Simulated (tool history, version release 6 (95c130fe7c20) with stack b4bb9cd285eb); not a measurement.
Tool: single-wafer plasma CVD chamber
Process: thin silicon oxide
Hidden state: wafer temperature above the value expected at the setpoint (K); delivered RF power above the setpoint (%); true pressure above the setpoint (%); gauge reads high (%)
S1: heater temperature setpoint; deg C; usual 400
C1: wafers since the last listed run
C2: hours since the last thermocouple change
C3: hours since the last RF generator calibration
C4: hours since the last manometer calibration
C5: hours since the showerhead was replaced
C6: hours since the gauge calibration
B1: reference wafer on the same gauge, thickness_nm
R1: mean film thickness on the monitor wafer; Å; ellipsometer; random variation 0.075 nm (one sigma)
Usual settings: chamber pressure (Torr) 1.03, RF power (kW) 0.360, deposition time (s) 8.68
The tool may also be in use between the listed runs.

run 1 hour=0.0 | S1=400 chamber_pressure_(Torr)=1.16 RF_power_(kW)=0.360 deposition_time_(s)=8.68 | C1=0 C2=1675.6 C3=1669.9 C4=713.7 C5=3184.9 C6=189.5 | B1=20.583 | R1=242.44
run 2 hour=26.5 | S1=400 chamber_pressure_(Torr)=1.16 RF_power_(kW)=0.360 deposition_time_(s)=8.68 | C1=846 C2=1702.1 C3=1696.4 C4=740.2 C5=3211.4 C6=216.0 | B1=20.605 | R1=242.86
run 3 hour=44.1 | S1=404 chamber_pressure_(Torr)=1.03 RF_power_(kW)=0.360 deposition_time_(s)=8.68 | C1=562 C2=1719.7 C3=1714.0 C4=757.8 C5=3229.0 C6=233.6 | B1=20.596 | R1=231.52
run 4 hour=76.0 | S1=405 chamber_pressure_(Torr)=1.03 RF_power_(kW)=0.360 deposition_time_(s)=8.68 | C1=1018 C2=1751.6 C3=1745.9 C4=789.7 C5=3260.9 C6=265.5 | B1=20.595 | R1=230.47
run 5 hour=94.3 | S1=405 chamber_pressure_(Torr)=1.03 RF_power_(kW)=0.360 deposition_time_(s)=8.68 | C1=584 C2=1769.9 C3=1764.2 C4=808.0 C5=3279.2 C6=283.8 | B1=20.586 | R1=230.59
run 6 hour=114.0 | S1=405 chamber_pressure_(Torr)=1.03 RF_power_(kW)=0.360 deposition_time_(s)=8.68 | C1=629 C2=1789.6 C3=1783.9 C4=827.7 C5=3298.9 C6=303.5 | B1=20.598 | R1=229.56
run 7 hour=185.7 | S1=400 chamber_pressure_(Torr)=1.03 RF_power_(kW)=0.330 deposition_time_(s)=8.68 | C1=2289 C2=1861.3 C3=1855.6 C4=899.4 C5=3370.6 C6=375.2 | B1=20.604 | R1=223.44
run 8 hour=204.3 | S1=400 chamber_pressure_(Torr)=1.03 RF_power_(kW)=0.330 deposition_time_(s)=8.68 | C1=593 C2=1879.9 C3=1874.2 C4=918.0 C5=3389.2 C6=393.8 | B1=20.604 | R1=223.21
run 9 hour=216.5 | S1=400 chamber_pressure_(Torr)=1.03 RF_power_(kW)=0.330 deposition_time_(s)=8.68 | C1=389 C2=1892.1 C3=1886.4 C4=930.2 C5=3401.4 C6=406.0 | B1=20.595 | R1=224.20
run 10 hour=245.5 | S1=400 chamber_pressure_(Torr)=1.03 RF_power_(kW)=0.390 deposition_time_(s)=8.68 | C1=926 C2=1921.1 C3=1915.4 C4=959.2 C5=3430.4 C6=435.0 | B1=20.598 | R1=236.05
-- hour=246.8 gauge calibrated
-- hour=284.4 thermocouple changed; heater temperature recalibrated
run 11 hour=284.9 | S1=400 chamber_pressure_(Torr)=1.03 RF_power_(kW)=0.390 deposition_time_(s)=8.68 | C1=1002 C2=0.5 C3=1954.8 C4=998.6 C5=3469.8 C6=38.1 | B1=20.601 | R1=236.24
run 12 hour=306.5 | S1=400 chamber_pressure_(Torr)=1.03 RF_power_(kW)=0.390 deposition_time_(s)=8.68 | C1=689 C2=22.1 C3=1976.4 C4=1020.2 C5=3491.4 C6=59.7 | B1=20.605 | R1=235.79
run 13 hour=331.8 | S1=400 chamber_pressure_(Torr)=1.03 RF_power_(kW)=0.360 deposition_time_(s)=8.68 | C1=807 C2=47.4 C3=2001.7 C4=1045.5 C5=3516.7 C6=85.0 | B1=20.590 | R1=230.42
run 14 hour=359.8 | S1=400 chamber_pressure_(Torr)=1.03 RF_power_(kW)=0.360 deposition_time_(s)=8.68 | C1=894 C2=75.4 C3=2029.7 C4=1073.5 C5=3544.7 C6=113.0 | B1=20.594 | R1=229.28
-- hour=372.6 showerhead replaced, of another model than before
-- hour=381.0 RF generator calibrated
run 15 hour=392.0 | S1=405 chamber_pressure_(Torr)=1.15 RF_power_(kW)=0.360 deposition_time_(s)=8.68 | C1=517 C2=107.6 C3=11.0 C4=1105.7 C5=19.4 C6=145.2 | B1=20.615 | R1=239.76
run 16 hour=411.1 | S1=414 chamber_pressure_(Torr)=0.94 RF_power_(kW)=0.295 deposition_time_(s)=7.30 | C1=609 C2=126.7 C3=30.1 C4=1124.8 C5=38.5 C6=164.3 | B1=20.600 | R1=167.18
run 17 hour=431.4 | S1=400 chamber_pressure_(Torr)=1.03 RF_power_(kW)=0.315 deposition_time_(s)=8.68 | C1=648 C2=147.0 C3=50.4 C4=1145.1 C5=58.8 C6=184.6 | B1=20.604 | R1=217.42
run 18 hour=448.6 | S1=400 chamber_pressure_(Torr)=1.03 RF_power_(kW)=0.360 deposition_time_(s)=8.68 | C1=549 C2=164.2 C3=67.6 C4=1162.3 C5=76.0 C6=201.8 | B1=20.595 | R1=222.67
-- hour=483.5 capacitance manometer re-zeroed and calibrated
run 19 hour=484.0 | S1=400 chamber_pressure_(Torr)=1.03 RF_power_(kW)=0.360 deposition_time_(s)=8.68 | C1=874 C2=199.6 C3=103.0 C4=0.5 C5=111.4 C6=237.2 | B1=20.600 | R1=235.71
run 20 hour=496.9 | S1=400 chamber_pressure_(Torr)=1.03 RF_power_(kW)=0.360 deposition_time_(s)=8.68 | C1=411 C2=212.5 C3=115.9 C4=13.4 C5=124.3 C6=250.1 | B1=20.600 | R1=235.01
run 21 hour=526.0 | S1=400 chamber_pressure_(Torr)=1.19 RF_power_(kW)=0.360 deposition_time_(s)=9.99 | C1=929 C2=241.6 C3=145.0 C4=42.5 C5=153.4 C6=279.2 | B1=20.595 | R1=294.39
run 22 hour=540.4 | S1=404 chamber_pressure_(Torr)=1.03 RF_power_(kW)=0.360 deposition_time_(s)=8.68 | C1=459 C2=256.0 C3=159.4 C4=56.9 C5=167.8 C6=293.6 | B1=20.604 | R1=233.65
run 23 hour=591.8 | S1=400 chamber_pressure_(Torr)=0.81 RF_power_(kW)=0.360 deposition_time_(s)=8.68 | C1=1641 C2=307.4 C3=210.8 C4=108.3 C5=219.2 C6=345.0 | B1=20.608 | R1=197.24
run 24 hour=619.1 | S1=400 chamber_pressure_(Torr)=0.89 RF_power_(kW)=0.360 deposition_time_(s)=8.68 | C1=871 C2=334.7 C3=238.1 C4=135.6 C5=246.5 C6=372.3 | B1=20.597 | R1=212.60
run 25 hour=643.5 | S1=400 chamber_pressure_(Torr)=1.03 RF_power_(kW)=0.335 deposition_time_(s)=8.68 | C1=779 C2=359.1 C3=262.5 C4=160.0 C5=270.9 C6=396.7 | B1=20.604 | R1=230.77
run 26 hour=663.3 | S1=413 chamber_pressure_(Torr)=0.85 RF_power_(kW)=0.385 deposition_time_(s)=7.31 | C1=632 C2=378.9 C3=282.3 C4=179.8 C5=290.7 C6=416.5 | B1=20.605 | R1=172.74
run 27 hour=682.0 | S1=391 chamber_pressure_(Torr)=1.03 RF_power_(kW)=0.360 deposition_time_(s)=8.68 | C1=597 C2=397.6 C3=301.0 C4=198.5 C5=309.4 C6=435.2 | B1=20.600 | R1=236.10
-- hour=703.9 gauge calibrated
run 28 hour=715.7 | S1=404 chamber_pressure_(Torr)=0.90 RF_power_(kW)=0.310 deposition_time_(s)=8.68 | C1=1076 C2=431.3 C3=334.7 C4=232.2 C5=343.1 C6=11.8 | B1=20.598 | R1=205.00
run 29 hour=750.8 | S1=400 chamber_pressure_(Torr)=1.03 RF_power_(kW)=0.360 deposition_time_(s)=8.68 | C1=1120 C2=466.4 C3=369.8 C4=267.3 C5=378.2 C6=46.9 | B1=20.595 | R1=231.61

Forecast each of these 3 alternatives for the next run:
run A hour=751.2 | S1=400 chamber_pressure_(Torr)=1.03 RF_power_(kW)=0.360 deposition_time_(s)=7.43 | C1=12 C2=466.8 C3=370.2 C4=267.7 C5=378.6 C6=47.3 | B1=? | R1=?
run B hour=751.2 | S1=400 chamber_pressure_(Torr)=1.03 RF_power_(kW)=0.360 deposition_time_(s)=9.59 | C1=12 C2=466.8 C3=370.2 C4=267.7 C5=378.6 C6=47.3 | B1=? | R1=?
run C hour=751.2 | S1=386 chamber_pressure_(Torr)=1.03 RF_power_(kW)=0.310 deposition_time_(s)=9.24 | C1=12 C2=466.8 C3=370.2 C4=267.7 C5=378.6 C6=47.3 | B1=? | R1=?

run=A B1=20.606 R1=200.51
run=B B1=20.606 R1=258.64
run=C B1=20.606 R1=243.45
Without the tool's hidden state the same runs would have given:
run=A R1=202.56
run=B R1=261.29
run=C R1=245.94
